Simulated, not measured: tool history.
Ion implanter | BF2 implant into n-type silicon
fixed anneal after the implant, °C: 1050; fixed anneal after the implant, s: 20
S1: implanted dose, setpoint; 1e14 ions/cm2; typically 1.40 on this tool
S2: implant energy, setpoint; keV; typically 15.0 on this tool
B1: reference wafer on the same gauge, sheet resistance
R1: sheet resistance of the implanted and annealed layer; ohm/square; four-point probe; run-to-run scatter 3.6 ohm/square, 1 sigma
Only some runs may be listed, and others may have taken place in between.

{"run": 1, "hour": 0.0, "S1": 1.4, "S2": 16.5, "B1": 622.42, "R1": 731.72}
{"run": 2, "hour": 45.4, "S1": 1.4, "S2": 16.5, "B1": 621.37, "R1": 731.67}
{"run": 3, "hour": 107.0, "S1": 1.4, "S2": 15.0, "B1": 624.23, "R1": 747.34}
{"run": 4, "hour": 146.5, "S1": 1.4, "S2": 15.0, "B1": 622.51, "R1": 745.38}
{"run": 5, "hour": 174.4, "S1": 1.4, "S2": 19.0, "B1": 623.31, "R1": 726.68}
{"run": 6, "hour": 240.7, "S1": 1.4, "S2": 19.0, "B1": 622.7, "R1": 734.78}
{"hour": 263.0, "done": "Faraday cup replaced and dose calibrated"}
{"run": 7, "hour": 273.8, "S1": 1.4, "S2": 15.0, "B1": 623.37, "R1": 729.06}
{"run": 8, "hour": 319.6, "S1": 1.4, "S2": 15.0, "B1": 622.39, "R1": 737.05}
{"run": 9, "hour": 363.1, "S1": 1.4, "S2": 15.0, "B1": 623.51, "R1": 731.1}
{"run": 10, "hour": 410.0, "S1": 1.4, "S2": 15.0, "B1": 622.94, "R1": 729.79}
{"run": 11, "hour": 560.6, "S1": 1.4, "S2": 15.0, "B1": 623.12, "R1": 731.74}
{"run": 12, "hour": 626.2, "S1": 1.4, "S2": 15.0, "B1": 623.27, "R1": 733.4}
{"run": 13, "hour": 683.7, "S1": 1.19, "S2": 18.0, "B1": 622.99, "R1": 826.04}
{"run": 14, "hour": 709.6, "S1": 1.77, "S2": 20.0, "B1": 622.77, "R1": 586.37}
{"run": 15, "hour": 736.3, "S1": 1.6, "S2": 12.5, "B1": 623.38, "R1": 670.53}
{"run": 16, "hour": 787.8, "S1": 1.4, "S2": 15.0, "B1": 621.47, "R1": 735.97}
{"hour": 788.2, "done": "gauge calibrated"}
{"run": 17, "hour": 818.6, "S1": 0.99, "S2": 11.0, "B1": 621.22, "R1": 1039.24}
{"run": 18, "hour": 876.9, "S1": 1.57, "S2": 18.5, "B1": 622.69, "R1": 659.55}
{"run": 19, "hour": 931.6, "S1": 1.79, "S2": 12.5, "B1": 622.28, "R1": 615.65}
{"run": 20, "hour": 1143.4, "S1": 1.4, "S2": 15.0, "B1": 624.01, "R1": 749.04}
{"run": 21, "hour": 1202.3, "S1": 1.71, "S2": 18.0, "B1": 622.13, "R1": 625.33}
{"run": 22, "hour": 1228.7, "S1": 1.4, "S2": 15.0, "B1": 623.51, "R1": 747.49}
{"run": 23, "hour": 1276.4, "S1": 1.16, "S2": 15.0, "B1": 624.02, "R1": 895.7}
{"hour": 1326.6, "done": "extraction supply calibrated"}
{"run": 24, "hour": 1338.6, "S1": 1.4, "S2": 15.0, "B1": 621.6, "R1": 759.91}
{"run": 25, "hour": 1389.2, "S1": 1.51, "S2": 12.5, "B1": 622.23, "R1": 731.89}
{"run": 26, "hour": 1432.0, "S1": 1.57, "S2": 20.0, "B1": 622.02, "R1": 681.69}
{"hour": 1446.8, "done": "Faraday cup replaced and dose calibrated"}
{"run": 27, "hour": 1462.9, "S1": 1.82, "S2": 15.0, "B1": 622.19, "R1": 585.72}
{"run": 28, "hour": 1515.8, "S1": 1.15, "S2": 15.0, "B1": 622.67, "R1": 862.82}
{"run": 29, "hour": 1575.2, "S1": 1.4, "S2": 10.0, "B1": 624.32, "R1": 763.65}
{"run": 30, "hour": 1635.4, "S1": 1.4, "S2": 20.0, "B1": 623.66, "R1": 708.26}
{"run": 31, "hour": 1664.2, "S1": 1.4, "S2": 15.0, "B1": 624.18, "R1": 726.78}
{"run": 32, "hour": 1723.0, "S1": 1.15, "S2": 12.5, "B1": 622.78, "R1": 873.68}
{"run": 33, "hour": 1785.5, "S1": 1.4, "S2": 15.0, "B1": 623.65, "R1": 725.87}
{"run": 34, "hour": 1848.7, "S1": 1.4, "S2": 15.0, "B1": 623.18, "R1": 734.5}
{"run": 35, "hour": 1916.1, "S1": 1.4, "S2": 15.0, "B1": 622.53, "R1": 736.65}
{"run": 36, "hour": 1963.9, "S1": 1.4, "S2": 15.0, "B1": 623.38, "R1": 739.92}

Forecast each of these 5 alternatives for the next run:
{"run": "A", "hour": 1964.3, "S1": 1.4, "S2": 15.0, "B1": "?", "R1": "?"}
{"run": "B", "hour": 1964.3, "S1": 1.81, "S2": 13.5, "B1": "?", "R1": "?"}
{"run": "C", "hour": 1964.3, "S1": 1.29, "S2": 10.0, "B1": "?", "R1": "?"}
{"run": "D", "hour": 1964.3, "S1": 1.63, "S2": 11.5, "B1": "?", "R1": "?"}
{"run": "E", "hour": 1964.3, "S1": 1.68, "S2": 15.0, "B1": "?", "R1": "?"}

run=A B1=622.90 R1=736.71
run=B B1=622.90 R1=597.14
run=C B1=622.90 R1=826.87
run=D B1=622.90 R1=664.20
run=E B1=622.90 R1=630.29
What these runs would have given with no unlogged condition in the tool:
run=A R1=730.76
run=B R1=592.26
run=C R1=820.04
run=D R1=658.72
run=E R1=625.17
